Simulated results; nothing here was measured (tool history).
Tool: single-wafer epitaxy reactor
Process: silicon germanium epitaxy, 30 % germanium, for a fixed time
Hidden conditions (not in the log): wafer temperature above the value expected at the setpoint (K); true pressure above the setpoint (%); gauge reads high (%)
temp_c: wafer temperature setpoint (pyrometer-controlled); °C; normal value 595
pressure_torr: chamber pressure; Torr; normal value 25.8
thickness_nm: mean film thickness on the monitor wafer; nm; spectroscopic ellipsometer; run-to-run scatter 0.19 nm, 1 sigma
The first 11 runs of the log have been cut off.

| run | hour | temp_c | pressure_torr | wafers since the last listed run | hours since the last pyrometer calibration | hours since the last manometer calibration | hours since the showerhead was replaced | hours since the gauge calibration | read-back reference wafer on the same gauge, thickness_nm | thickness_nm |
|---|---|---|---|---|---|---|---|---|---|---|
| 12 | 529.7 | 600 | 25.8 | 481 | 882.3 | 2536.1 | 2631.9 | 308.5 | 62.901 | 58.019 |
| 13 | 562.0 | 595 | 25.8 | 423 | 914.6 | 2568.4 | 2664.2 | 340.8 | 62.848 | 53.512 |
|  | 576.7 | capacitance manometer re-zeroed and calibrated |
|  | 621.1 | pyrometer calibrated |
| 14 | 633.1 | 586 | 20.8 | 722 | 12.0 | 56.4 | 2735.3 | 411.9 | 62.765 | 43.980 |
| 15 | 685.5 | 582 | 25.8 | 687 | 64.4 | 108.8 | 2787.7 | 464.3 | 62.643 | 43.023 |
| 16 | 713.9 | 608 | 21.5 | 372 | 92.8 | 137.2 | 2816.1 | 492.7 | 62.637 | 62.769 |
| 17 | 747.9 | 589 | 25.8 | 446 | 126.8 | 171.2 | 2850.1 | 526.7 | 62.496 | 48.326 |
| 18 | 817.9 | 601 | 19.9 | 918 | 196.8 | 241.2 | 2920.1 | 596.7 | 62.442 | 55.360 |
| 19 | 885.8 | 605 | 28.6 | 890 | 264.7 | 309.1 | 2988.0 | 664.6 | 62.356 | 64.580 |
|  | 937.3 | showerhead replaced |
| 20 | 944.0 | 586 | 30.2 | 658 | 322.9 | 367.3 | 6.7 | 722.8 | 62.230 | 47.881 |
| 21 | 979.1 | 591 | 23.0 | 460 | 358.0 | 402.4 | 41.8 | 757.9 | 62.203 | 48.518 |
| 22 | 1041.9 | 583 | 21.7 | 823 | 420.8 | 465.2 | 104.6 | 820.7 | 62.108 | 41.485 |
| 23 | 1085.5 | 595 | 25.8 | 572 | 464.4 | 508.8 | 148.2 | 864.3 | 62.079 | 52.849 |
| 24 | 1157.4 | 599 | 31.8 | 943 | 536.3 | 580.7 | 220.1 | 936.2 | 61.908 | 59.172 |
| 25 | 1225.5 | 589 | 21.0 | 893 | 604.4 | 648.8 | 288.2 | 1004.3 | 61.813 | 45.357 |
| 26 | 1258.8 | 607 | 25.8 | 436 | 637.7 | 682.1 | 321.5 | 1037.6 | 61.764 | 63.447 |
| 27 | 1306.2 | 595 | 29.0 | 621 | 685.1 | 729.5 | 368.9 | 1085.0 | 61.645 | 54.255 |
| 28 | 1352.2 | 605 | 30.0 | 603 | 731.1 | 775.5 | 414.9 | 1131.0 | 61.540 | 64.073 |
| 29 | 1386.5 | 605 | 27.5 | 450 | 765.4 | 809.8 | 449.2 | 1165.3 | 61.538 | 62.836 |
| 30 | 1442.1 | 605 | 25.8 | 729 | 821.0 | 865.4 | 504.8 | 1220.9 | 61.428 | 62.133 |
| 31 | 1480.5 | 608 | 25.8 | 503 | 859.4 | 903.8 | 543.2 | 1259.3 | 61.369 | 64.232 |
| 32 | 1542.5 | 584 | 20.4 | 813 | 921.4 | 965.8 | 605.2 | 1321.3 | 61.273 | 41.258 |
|  | 1570.2 | pyrometer calibrated |
| 33 | 1570.8 | 605 | 25.8 | 266 | 0.6 | 994.1 | 633.5 | 1349.6 | 61.254 | 61.334 |
|  | 1596.8 | gauge calibrated |
| 34 | 1616.6 | 595 | 25.8 | 600 | 46.4 | 1039.9 | 679.3 | 19.8 | 64.046 | 55.126 |

5 options for the next run, each taken on its own from the tool as it stands now. Forecast them:
| A | 1617.0 | 595 | 25.8 | 5 | 46.8 | 1040.3 | 679.7 | 20.2 | ? | ? |
| B | 1617.0 | 586 | 31.7 | 5 | 46.8 | 1040.3 | 679.7 | 20.2 | ? | ? |
| C | 1617.0 | 608 | 23.1 | 5 | 46.8 | 1040.3 | 679.7 | 20.2 | ? | ? |
| D | 1617.0 | 605 | 29.8 | 5 | 46.8 | 1040.3 | 679.7 | 20.2 | ? | ? |
| E | 1617.0 | 590 | 23.6 | 5 | 46.8 | 1040.3 | 679.7 | 20.2 | ? | ? |

| run | read-back reference wafer on the same gauge, thickness_nm | thickness_nm |
|---|---|---|
| A | 64.040 | 54.418 |
| B | 64.040 | 49.558 |
| C | 64.040 | 65.226 |
| D | 64.040 | 66.364 |
| E | 64.040 | 49.045 |
Without the tool's unlogged condition, the same runs would have read:
| run | thickness_nm |
|---|---|
| A | 54.383 |
| B | 49.526 |
| C | 65.185 |
| D | 66.321 |
| E | 49.014 |
